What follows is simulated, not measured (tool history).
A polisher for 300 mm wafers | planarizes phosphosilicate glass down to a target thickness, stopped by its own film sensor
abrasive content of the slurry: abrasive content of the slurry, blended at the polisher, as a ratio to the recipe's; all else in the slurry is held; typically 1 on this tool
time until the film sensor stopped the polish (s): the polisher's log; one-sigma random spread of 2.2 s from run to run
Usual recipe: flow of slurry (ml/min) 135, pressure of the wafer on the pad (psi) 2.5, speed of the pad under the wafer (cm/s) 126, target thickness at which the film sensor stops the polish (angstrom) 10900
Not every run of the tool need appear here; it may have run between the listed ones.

run	hour	flow of slurry (ml/min)	pressure of the wafer on the pad (psi)	speed of the pad under the wafer (cm/s)	abrasive content of the slurry	target thickness at which the film sensor stops the polish (angstrom)	wafers since the last listed run	wafers polished on this pad	hours since the slurry nozzle was cleaned	hours since the head pressure was calibrated	hours since the slurry blender was calibrated	hours since the conditioning disc was replaced	incoming thickness of the incoming film, nm	time until the film sensor stopped the polish (s)
1	0	135	2.5	126	0.8	10900	0	4279	550.1	488.7	217.1	24.4	2075	142.6
2	105.5	135	2.5	126	0.8	10900	947	5227	655.6	594.2	322.6	129.9	2086.4	148.8
# hour 138.5: slurry nozzle cleaned
# hour 171.5: worn pad replaced by a new one
3	195.4	135	2.5	126	1	10900	762	214	56.9	684.1	412.5	219.8	2067.8	121
4	252.4	135	2.2	126	1.3	10900	511	726	113.9	741.1	469.5	276.8	2097.2	128.6
# hour 283.8: head pressure recalibrated
5	339.3	150	2.5	126	1	10900	762	1488	200.8	55.5	556.4	363.7	2091.3	130.7
# hour 447.2: slurry blender recalibrated
6	468	100	2.5	126	1	14030	1137	2626	329.5	184.2	20.8	492.4	2062.9	103.9
7	562.1	135	2.1	148	1.2	10900	844	3471	423.6	278.3	114.9	586.5	2059.3	142.8
8	642	110	2.5	126	0.75	10900	717	4188	503.5	358.2	194.8	666.4	2074.9	195
# hour 733.8: conditioning disc replaced and pad reconditioned
9	734.3	135	2.5	126	1	10900	810	4999	595.8	450.5	287.1	0.5	2073.7	122.9
10	808.8	135	2.5	126	1	10900	668	5668	670.3	525	361.6	75	2071.7	132.7
# hour 862.1: slurry nozzle cleaned
# hour 868.7: worn pad replaced by a new one
11	902.9	95	2.5	126	1	10900	800	307	40.8	619.1	455.7	169.1	2109	138.6
12	948.1	135	2.5	126	1	13290	405	712	86	664.3	500.9	214.3	2065.1	89.7
# hour 1011.2: head pressure recalibrated
13	1027.5	175	1.7	126	1.15	10900	694	1407	165.4	16.3	580.3	293.7	2050.9	150
14	1078.4	110	2.9	126	1	10900	457	1864	216.3	67.2	631.2	344.6	2041.6	119.1
# hour 1089: slurry blender recalibrated
15	1149	175	2.5	92	1	9730	615	2480	286.9	137.8	60	415.2	2100.7	184.2
16	1202.9	135	2.5	86	1.2	10900	483	2964	340.8	191.7	113.9	469.1	2053.9	169.9
17	1259.9	135	2.5	126	0.8	12950	511	3476	397.8	248.7	170.9	526.1	2063.9	129.2
# hour 1347.7: conditioning disc replaced and pad reconditioned
18	1471.4	135	3.3	126	1	14180	1881	5357	609.3	460.2	382.4	123.7	2102.9	71.3
# hour 1476.6: worn pad replaced by a new one
19	1518.9	135	2.5	126	1	10900	390	380	656.8	507.7	429.9	171.2	2099.5	140.3
# hour 1588.9: slurry nozzle cleaned
20	1605	105	3.3	126	0.7	9790	764	1144	16.1	593.8	516	257.3	2080.2	132.4
21	1650.6	135	2.5	126	1	10900	409	1553	61.7	639.4	561.6	302.9	2026.3	117.1
# hour 1724.2: slurry blender recalibrated
22	1732.3	180	2.8	126	1.15	7860	715	2269	143.4	721.1	8.1	384.6	2043.5	136.5
# hour 1773.6: head pressure recalibrated
23	1812.7	135	2.5	126	1	10900	703	2973	223.8	39.1	88.5	465	2046.6	133.1
24	1874.3	135	2.5	126	1	13550	553	3526	285.4	100.7	150.1	526.6	2069.9	101.6

Predict each of these 5 candidate next runs independently; none follows another, all start after run 24:
A	1874.8	135	2.5	126	1	13200	4	3530	285.9	101.2	150.6	527.1	2057.9	?
B	1874.8	135	2.5	126	1.2	10900	4	3530	285.9	101.2	150.6	527.1	2057.9	?
C	1874.8	135	1.8	126	1	7830	4	3530	285.9	101.2	150.6	527.1	2057.9	?
D	1874.8	135	2.5	94	1	8860	4	3530	285.9	101.2	150.6	527.1	2057.9	?
E	1874.8	145	2.5	126	0.9	13910	4	3530	285.9	101.2	150.6	527.1	2057.9	?

run	time until the film sensor stopped the polish (s)
A	106.3
B	129.9
C	229.9
D	206.1
E	98.8
The same runs, with their run-to-run variation unchanged, on a tool lacking any hidden condition would have given:
run	time until the film sensor stopped the polish (s)
A	86
B	105.1
C	191.9
D	172.7
E	80.1

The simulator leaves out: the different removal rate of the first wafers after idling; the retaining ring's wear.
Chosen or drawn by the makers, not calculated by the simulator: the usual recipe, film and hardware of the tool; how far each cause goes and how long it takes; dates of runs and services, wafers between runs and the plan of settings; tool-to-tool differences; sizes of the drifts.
